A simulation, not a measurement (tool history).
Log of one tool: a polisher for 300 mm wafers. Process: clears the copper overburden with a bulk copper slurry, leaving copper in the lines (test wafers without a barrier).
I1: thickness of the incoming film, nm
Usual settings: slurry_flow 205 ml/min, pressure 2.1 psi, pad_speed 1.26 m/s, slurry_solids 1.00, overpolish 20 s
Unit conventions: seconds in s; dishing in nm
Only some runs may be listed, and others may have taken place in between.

run 1 hour=0.0 | slurry_flow=205 pressure=2.3 pad_speed=1.26 slurry_solids=1.00 overpolish=15 | I1=1029.5 | seconds=115.2 dishing=75.1
run 2 hour=12.4 | slurry_flow=205 pressure=2.3 pad_speed=1.26 slurry_solids=1.00 overpolish=15 | I1=993.5 | seconds=108.3 dishing=78.7
run 3 hour=20.4 | slurry_flow=205 pressure=2.1 pad_speed=1.26 slurry_solids=1.00 overpolish=20 | I1=1008.6 | seconds=118.0 dishing=89.3
run 4 hour=26.5 | slurry_flow=205 pressure=1.6 pad_speed=1.26 slurry_solids=1.00 overpolish=20 | I1=1009.9 | seconds=136.1 dishing=76.8
run 5 hour=39.2 | slurry_flow=205 pressure=1.6 pad_speed=1.26 slurry_solids=1.00 overpolish=20 | I1=1015.8 | seconds=137.1 dishing=77.3
run 6 hour=91.2 | slurry_flow=205 pressure=2.1 pad_speed=1.02 slurry_solids=1.00 overpolish=20 | I1=1004.6 | seconds=141.7 dishing=77.2
run 7 hour=104.1 | slurry_flow=205 pressure=2.1 pad_speed=1.02 slurry_solids=1.00 overpolish=20 | I1=1009.7 | seconds=141.3 dishing=80.6
run 8 hour=114.2 | slurry_flow=205 pressure=2.1 pad_speed=1.26 slurry_solids=0.90 overpolish=29 | I1=1019.0 | seconds=123.3 dishing=105.3
run 9 hour=130.8 | slurry_flow=205 pressure=2.1 pad_speed=1.26 slurry_solids=0.90 overpolish=29 | I1=1013.7 | seconds=125.5 dishing=105.4
run 10 hour=145.9 | slurry_flow=205 pressure=2.1 pad_speed=1.26 slurry_solids=1.00 overpolish=20 | I1=1017.7 | seconds=118.6 dishing=90.9
run 11 hour=159.5 | slurry_flow=205 pressure=2.1 pad_speed=1.26 slurry_solids=1.00 overpolish=20 | I1=997.8 | seconds=119.8 dishing=88.3
run 12 hour=176.4 | slurry_flow=205 pressure=2.1 pad_speed=1.26 slurry_solids=1.00 overpolish=20 | I1=1014.8 | seconds=117.1 dishing=91.1
run 13 hour=184.7 | slurry_flow=205 pressure=2.8 pad_speed=1.26 slurry_solids=1.00 overpolish=20 | I1=1011.8 | seconds=97.2 dishing=100.8
run 14 hour=192.0 | slurry_flow=205 pressure=2.1 pad_speed=1.26 slurry_solids=1.00 overpolish=20 | I1=997.2 | seconds=116.7 dishing=88.7
run 15 hour=207.4 | slurry_flow=205 pressure=2.1 pad_speed=1.26 slurry_solids=0.80 overpolish=15 | I1=991.3 | seconds=122.4 dishing=69.1
run 16 hour=252.3 | slurry_flow=205 pressure=1.7 pad_speed=1.26 slurry_solids=1.00 overpolish=16 | I1=1001.4 | seconds=137.2 dishing=68.4
run 17 hour=261.2 | slurry_flow=205 pressure=2.1 pad_speed=0.96 slurry_solids=1.00 overpolish=20 | I1=1007.3 | seconds=154.3 dishing=76.0
run 18 hour=274.8 | slurry_flow=240 pressure=2.1 pad_speed=1.12 slurry_solids=1.00 overpolish=20 | I1=1015.1 | seconds=126.6 dishing=80.8
run 19 hour=291.8 | slurry_flow=165 pressure=1.6 pad_speed=1.26 slurry_solids=1.00 overpolish=20 | I1=1001.8 | seconds=141.9 dishing=74.0
run 20 hour=302.0 | slurry_flow=205 pressure=2.1 pad_speed=1.68 slurry_solids=1.00 overpolish=20 | I1=1013.5 | seconds=92.1 dishing=106.5
run 21 hour=314.2 | slurry_flow=205 pressure=2.1 pad_speed=1.26 slurry_solids=1.00 overpolish=20 | I1=1001.6 | seconds=117.9 dishing=84.1
run 22 hour=326.0 | slurry_flow=205 pressure=2.1 pad_speed=1.26 slurry_solids=1.00 overpolish=20 | I1=1009.1 | seconds=121.7 dishing=84.1
run 23 hour=337.4 | slurry_flow=205 pressure=2.8 pad_speed=1.26 slurry_solids=1.15 overpolish=29 | I1=1006.6 | seconds=97.8 dishing=120.1
run 24 hour=353.6 | slurry_flow=170 pressure=2.8 pad_speed=1.26 slurry_solids=0.80 overpolish=11 | I1=1018.0 | seconds=108.6 dishing=62.4

Between the runs listed above, the log contained 8 entries, not reproduced here. Where in the sequence does each belong, and how does what the log doesn't record of the tool's condition differ from the listed run before to the listed run after?
In the gap between runs 1 and 2: slurry nozzle cleaned (hour 10.2)
  no hidden state differs between the two runs
In the gap between runs 3 and 4: worn pad replaced by a new one (hour 25.6)
  no hidden state differs between the two runs
In the gap between runs 5 and 6: slurry blender recalibrated (hour 71.0)
  no hidden state differs between the two runs
In the gap between runs 10 and 11: worn pad replaced by a new one (hour 156.0)
  no hidden state differs between the two runs
In the gap between runs 11 and 12: head pressure recalibrated (hour 168.2)
  no hidden state differs between the two runs
In the gap between runs 14 and 15: slurry blender recalibrated (hour 206.2)
  no hidden state differs between the two runs
In the gap between runs 17 and 18: worn pad replaced by a new one (hour 270.7); slurry nozzle cleaned (hour 272.8)
  no hidden state differs between the two runs
